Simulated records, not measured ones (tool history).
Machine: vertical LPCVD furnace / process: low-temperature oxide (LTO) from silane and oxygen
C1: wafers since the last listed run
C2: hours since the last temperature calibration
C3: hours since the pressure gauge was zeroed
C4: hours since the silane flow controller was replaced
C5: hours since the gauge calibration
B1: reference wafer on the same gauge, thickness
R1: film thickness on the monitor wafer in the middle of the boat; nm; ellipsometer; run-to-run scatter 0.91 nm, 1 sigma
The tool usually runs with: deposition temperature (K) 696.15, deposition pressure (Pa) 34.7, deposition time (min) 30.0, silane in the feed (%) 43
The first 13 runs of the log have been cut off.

Run 14, day 8.250: usual settings but deposition temperature (K) 686.15, deposition pressure (Pa) 31.3, deposition time (min) 37.0, silane in the feed (%) 39; C1 73; C2 39.2; C3 96.1; C4 24.8; C5 60.8; B1 447.94. Result: R1 396.11 nm.
Run 15, day 8.958: usual settings but deposition temperature (K) 703.15; C1 139; C2 56.2; C3 113.1; C4 41.8; C5 77.8; B1 448.34. Result: R1 469.30 nm.
Run 16, day 9.683: usual settings but deposition temperature (K) 705.15, deposition pressure (Pa) 28.0, deposition time (min) 37.5; C1 143; C2 73.6; C3 130.5; C4 59.2; C5 95.2; B1 447.78. Result: R1 482.04 nm.
Run 17, day 10.296: usual settings; C1 120; C2 88.3; C3 145.2; C4 73.9; C5 109.9; B1 448.39. Result: R1 438.92 nm.
Run 18, day 10.833: usual settings; C1 106; C2 101.2; C3 158.1; C4 86.8; C5 122.8; B1 448.05. Result: R1 439.13 nm.
Run 19, day 11.212: usual settings but deposition pressure (Pa) 31.3; C1 74; C2 110.3; C3 167.2; C4 95.9; C5 131.9; B1 448.19. Result: R1 394.93 nm.
Run 20, day 11.688: usual settings but deposition pressure (Pa) 41.3, deposition time (min) 20.0, silane in the feed (%) 37; C1 93; C2 121.7; C3 178.6; C4 107.3; C5 143.3; B1 447.78. Result: R1 296.02 nm.
Run 21, day 12.262: usual settings but deposition time (min) 27.0, silane in the feed (%) 50; C1 113; C2 135.5; C3 192.4; C4 121.1; C5 157.1; B1 448.17. Result: R1 450.82 nm.
Run 22, day 12.938: usual settings but silane in the feed (%) 40; C1 133; C2 151.7; C3 208.6; C4 137.3; C5 173.3; B1 448.46. Result: R1 405.05 nm.
Run 23, day 13.825: usual settings but deposition temperature (K) 706.15, deposition pressure (Pa) 42.7, silane in the feed (%) 36; C1 175; C2 173.0; C3 229.9; C4 158.6; C5 194.6; B1 447.55. Result: R1 488.36 nm.
Run 24, day 14.642: usual settings; C1 161; C2 192.6; C3 249.5; C4 178.2; C5 214.2; B1 448.02. Result: R1 438.67 nm.
Run 25, day 15.388: usual settings; C1 147; C2 210.5; C3 267.4; C4 196.1; C5 232.1; B1 448.17. Result: R1 437.05 nm.
Run 26, day 16.000: usual settings but deposition temperature (K) 699.15, deposition time (min) 25.0; C1 120; C2 225.2; C3 282.1; C4 210.8; C5 246.8; B1 448.11. Result: R1 375.08 nm.
Run 27, day 16.675: usual settings but deposition pressure (Pa) 38.7; C1 133; C2 241.4; C3 298.3; C4 227.0; C5 263.0; B1 447.86. Result: R1 488.47 nm.
Run 28, day 17.112: usual settings but deposition time (min) 41.5, silane in the feed (%) 38; C1 86; C2 251.9; C3 308.8; C4 237.5; C5 273.5; B1 448.05. Result: R1 530.81 nm.

Predict the results of run 29:
Run 29, day 17.667: usual settings but silane in the feed (%) 38; C1 109; C2 265.2; C3 322.1; C4 250.8; C5 286.8; B1 ?. Result: R1 ?.

Logged for run 29: B1 447.98, R1 383.03 nm.
With no hidden state in the tool, this same run would have given R1 385.72 nm.

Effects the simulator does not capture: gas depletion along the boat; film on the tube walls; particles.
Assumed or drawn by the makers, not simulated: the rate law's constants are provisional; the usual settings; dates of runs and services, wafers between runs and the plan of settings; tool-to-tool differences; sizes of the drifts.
